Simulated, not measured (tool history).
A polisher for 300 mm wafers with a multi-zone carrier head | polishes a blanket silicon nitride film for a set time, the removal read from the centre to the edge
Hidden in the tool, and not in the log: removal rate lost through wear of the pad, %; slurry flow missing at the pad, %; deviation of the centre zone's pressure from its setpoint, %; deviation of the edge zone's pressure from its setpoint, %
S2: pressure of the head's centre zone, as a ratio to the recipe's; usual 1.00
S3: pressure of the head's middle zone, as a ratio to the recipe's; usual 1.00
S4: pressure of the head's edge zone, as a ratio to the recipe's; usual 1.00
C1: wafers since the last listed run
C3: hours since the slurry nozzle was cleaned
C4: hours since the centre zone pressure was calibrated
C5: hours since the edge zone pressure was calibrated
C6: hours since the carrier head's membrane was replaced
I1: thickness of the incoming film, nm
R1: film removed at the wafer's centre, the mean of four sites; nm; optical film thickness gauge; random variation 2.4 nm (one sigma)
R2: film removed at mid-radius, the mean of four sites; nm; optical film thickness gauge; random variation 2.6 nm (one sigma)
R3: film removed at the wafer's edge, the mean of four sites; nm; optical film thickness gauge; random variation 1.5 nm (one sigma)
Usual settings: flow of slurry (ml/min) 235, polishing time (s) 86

{"run": 1, "day": 0.0, "flow of slurry (ml/min)": 235, "S2": 1.0, "S3": 1.0, "S4": 1.0, "polishing time (s)": 86, "C1": 0, "wafers polished on this pad": 965, "C3": 438.4, "C4": 198.1, "C5": 763.4, "C6": 1017.9, "I1": 435.8, "R1": 174.8, "R2": 179.0, "R3": 174.0}
{"day": 0.712, "done": "edge zone pressure recalibrated"}
{"run": 2, "day": 2.708, "flow of slurry (ml/min)": 235, "S2": 1.0, "S3": 1.0, "S4": 1.0, "polishing time (s)": 86, "C1": 335, "wafers polished on this pad": 1301, "C3": 503.4, "C4": 263.1, "C5": 47.9, "C6": 1082.9, "I1": 424.0, "R1": 165.2, "R2": 180.3, "R3": 172.6}
{"run": 3, "day": 4.354, "flow of slurry (ml/min)": 315, "S2": 1.0, "S3": 1.08, "S4": 1.0, "polishing time (s)": 86, "C1": 210, "wafers polished on this pad": 1511, "C3": 542.9, "C4": 302.6, "C5": 87.4, "C6": 1122.4, "I1": 433.1, "R1": 176.6, "R2": 198.3, "R3": 179.4}
{"run": 4, "day": 5.758, "flow of slurry (ml/min)": 235, "S2": 1.0, "S3": 1.0, "S4": 1.0, "polishing time (s)": 86, "C1": 179, "wafers polished on this pad": 1691, "C3": 576.6, "C4": 336.3, "C5": 121.1, "C6": 1156.1, "I1": 430.4, "R1": 168.3, "R2": 175.5, "R3": 178.3}
{"run": 5, "day": 7.154, "flow of slurry (ml/min)": 275, "S2": 1.0, "S3": 1.0, "S4": 1.09, "polishing time (s)": 70, "C1": 178, "wafers polished on this pad": 1869, "C3": 610.1, "C4": 369.8, "C5": 154.6, "C6": 1189.6, "I1": 436.4, "R1": 136.1, "R2": 148.7, "R3": 147.7}
{"day": 7.912, "done": "carrier head's membrane replaced by a new one"}
{"run": 6, "day": 8.504, "flow of slurry (ml/min)": 235, "S2": 1.0, "S3": 1.0, "S4": 1.0, "polishing time (s)": 95, "C1": 145, "wafers polished on this pad": 2015, "C3": 642.5, "C4": 402.2, "C5": 187.0, "C6": 14.2, "I1": 423.4, "R1": 185.3, "R2": 191.4, "R3": 195.4}
{"day": 9.221, "done": "worn pad replaced by a new one"}
{"run": 7, "day": 11.254, "flow of slurry (ml/min)": 235, "S2": 0.9, "S3": 1.0, "S4": 1.0, "polishing time (s)": 86, "C1": 330, "wafers polished on this pad": 260, "C3": 708.5, "C4": 468.2, "C5": 253.0, "C6": 80.2, "I1": 433.9, "R1": 146.9, "R2": 178.9, "R3": 174.5}
{"run": 8, "day": 12.288, "flow of slurry (ml/min)": 235, "S2": 1.08, "S3": 1.0, "S4": 1.0, "polishing time (s)": 71, "C1": 132, "wafers polished on this pad": 392, "C3": 733.3, "C4": 493.0, "C5": 277.8, "C6": 105.0, "I1": 427.3, "R1": 149.2, "R2": 143.4, "R3": 145.7}
{"day": 12.375, "done": "slurry nozzle cleaned"}
{"run": 9, "day": 13.575, "flow of slurry (ml/min)": 285, "S2": 1.0, "S3": 1.0, "S4": 1.06, "polishing time (s)": 108, "C1": 159, "wafers polished on this pad": 551, "C3": 28.8, "C4": 523.9, "C5": 308.7, "C6": 135.9, "I1": 436.0, "R1": 211.2, "R2": 224.8, "R3": 224.2}
{"run": 10, "day": 15.704, "flow of slurry (ml/min)": 235, "S2": 1.0, "S3": 1.0, "S4": 1.0, "polishing time (s)": 86, "C1": 272, "wafers polished on this pad": 823, "C3": 79.9, "C4": 575.0, "C5": 359.8, "C6": 187.0, "I1": 429.8, "R1": 164.7, "R2": 179.8, "R3": 174.2}
{"run": 11, "day": 18.229, "flow of slurry (ml/min)": 235, "S2": 0.89, "S3": 1.08, "S4": 1.04, "polishing time (s)": 86, "C1": 322, "wafers polished on this pad": 1146, "C3": 140.5, "C4": 635.6, "C5": 420.4, "C6": 247.6, "I1": 430.6, "R1": 145.0, "R2": 189.3, "R3": 173.8}
{"run": 12, "day": 19.683, "flow of slurry (ml/min)": 210, "S2": 1.0, "S3": 0.92, "S4": 1.05, "polishing time (s)": 71, "C1": 185, "wafers polished on this pad": 1332, "C3": 175.4, "C4": 670.5, "C5": 455.3, "C6": 282.5, "I1": 422.2, "R1": 134.9, "R2": 135.5, "R3": 144.9}
{"run": 13, "day": 21.8, "flow of slurry (ml/min)": 235, "S2": 1.0, "S3": 1.0, "S4": 1.0, "polishing time (s)": 86, "C1": 270, "wafers polished on this pad": 1603, "C3": 226.2, "C4": 721.3, "C5": 506.1, "C6": 333.3, "I1": 427.2, "R1": 161.1, "R2": 175.2, "R3": 174.6}
{"run": 14, "day": 24.533, "flow of slurry (ml/min)": 305, "S2": 0.93, "S3": 1.0, "S4": 1.0, "polishing time (s)": 86, "C1": 349, "wafers polished on this pad": 1952, "C3": 291.8, "C4": 786.9, "C5": 571.7, "C6": 398.9, "I1": 422.1, "R1": 156.9, "R2": 184.5, "R3": 178.9}
{"run": 15, "day": 25.867, "flow of slurry (ml/min)": 235, "S2": 1.0, "S3": 1.0, "S4": 1.03, "polishing time (s)": 86, "C1": 170, "wafers polished on this pad": 2123, "C3": 323.8, "C4": 818.9, "C5": 603.7, "C6": 430.9, "I1": 427.2, "R1": 164.6, "R2": 177.5, "R3": 174.9}
{"run": 16, "day": 27.5, "flow of slurry (ml/min)": 235, "S2": 1.0, "S3": 1.0, "S4": 1.0, "polishing time (s)": 86, "C1": 208, "wafers polished on this pad": 2332, "C3": 363.0, "C4": 858.1, "C5": 642.9, "C6": 470.1, "I1": 423.8, "R1": 161.4, "R2": 171.2, "R3": 175.0}
{"day": 28.296, "done": "centre zone pressure recalibrated"}
{"run": 17, "day": 28.675, "flow of slurry (ml/min)": 235, "S2": 1.0, "S3": 1.0, "S4": 1.0, "polishing time (s)": 86, "C1": 139, "wafers polished on this pad": 2471, "C3": 391.2, "C4": 9.1, "C5": 671.1, "C6": 498.3, "I1": 431.9, "R1": 172.6, "R2": 178.1, "R3": 173.7}
{"day": 29.554, "done": "worn pad replaced by a new one"}
{"run": 18, "day": 31.142, "flow of slurry (ml/min)": 235, "S2": 1.0, "S3": 1.0, "S4": 1.0, "polishing time (s)": 86, "C1": 294, "wafers polished on this pad": 202, "C3": 450.4, "C4": 68.3, "C5": 730.3, "C6": 557.5, "I1": 436.8, "R1": 169.1, "R2": 176.9, "R3": 172.8}
{"run": 19, "day": 32.238, "flow of slurry (ml/min)": 235, "S2": 1.0, "S3": 1.0, "S4": 1.0, "polishing time (s)": 56, "C1": 140, "wafers polished on this pad": 342, "C3": 476.7, "C4": 94.6, "C5": 756.6, "C6": 583.8, "I1": 424.7, "R1": 112.6, "R2": 117.2, "R3": 115.3}
{"run": 20, "day": 33.883, "flow of slurry (ml/min)": 275, "S2": 0.9, "S3": 1.0, "S4": 1.0, "polishing time (s)": 86, "C1": 210, "wafers polished on this pad": 553, "C3": 516.2, "C4": 134.1, "C5": 796.1, "C6": 623.3, "I1": 438.4, "R1": 153.9, "R2": 180.9, "R3": 175.6}
{"run": 21, "day": 35.117, "flow of slurry (ml/min)": 165, "S2": 1.0, "S3": 1.0, "S4": 1.0, "polishing time (s)": 96, "C1": 157, "wafers polished on this pad": 711, "C3": 545.8, "C4": 163.7, "C5": 825.7, "C6": 652.9, "I1": 428.9, "R1": 176.8, "R2": 190.2, "R3": 183.6}
{"run": 22, "day": 37.317, "flow of slurry (ml/min)": 235, "S2": 1.0, "S3": 1.0, "S4": 1.0, "polishing time (s)": 86, "C1": 281, "wafers polished on this pad": 992, "C3": 598.6, "C4": 216.5, "C5": 878.5, "C6": 705.7, "I1": 435.6, "R1": 166.5, "R2": 182.6, "R3": 172.3}
{"run": 23, "day": 39.617, "flow of slurry (ml/min)": 285, "S2": 1.0, "S3": 1.0, "S4": 1.0, "polishing time (s)": 86, "C1": 294, "wafers polished on this pad": 1286, "C3": 653.8, "C4": 271.7, "C5": 933.7, "C6": 760.9, "I1": 436.3, "R1": 169.0, "R2": 182.3, "R3": 180.5}

Forecast each of these 3 alternatives for the next run:
{"run": "A", "day": 39.633, "flow of slurry (ml/min)": 235, "S2": 1.0, "S3": 1.0, "S4": 1.0, "polishing time (s)": 86, "C1": 2, "wafers polished on this pad": 1288, "C3": 654.2, "C4": 272.1, "C5": 934.1, "C6": 761.3, "I1": 425.7, "R1": "?", "R2": "?", "R3": "?"}
{"run": "B", "day": 39.633, "flow of slurry (ml/min)": 235, "S2": 1.0, "S3": 1.0, "S4": 1.06, "polishing time (s)": 86, "C1": 2, "wafers polished on this pad": 1288, "C3": 654.2, "C4": 272.1, "C5": 934.1, "C6": 761.3, "I1": 425.7, "R1": "?", "R2": "?", "R3": "?"}
{"run": "C", "day": 39.633, "flow of slurry (ml/min)": 300, "S2": 1.0, "S3": 1.0, "S4": 1.0, "polishing time (s)": 86, "C1": 2, "wafers polished on this pad": 1288, "C3": 654.2, "C4": 272.1, "C5": 934.1, "C6": 761.3, "I1": 425.7, "R1": "?", "R2": "?", "R3": "?"}

run=A R1=162.2 R2=178.2 R3=173.6
run=B R1=162.2 R2=178.2 R3=176.4
run=C R1=167.1 R2=183.1 R3=177.2
Without the tool's hidden state the same runs would have given:
run=A R1=173.6 R2=178.1 R3=173.6
run=B R1=173.6 R2=178.1 R3=176.4
run=C R1=178.9 R2=183.0 R3=177.2
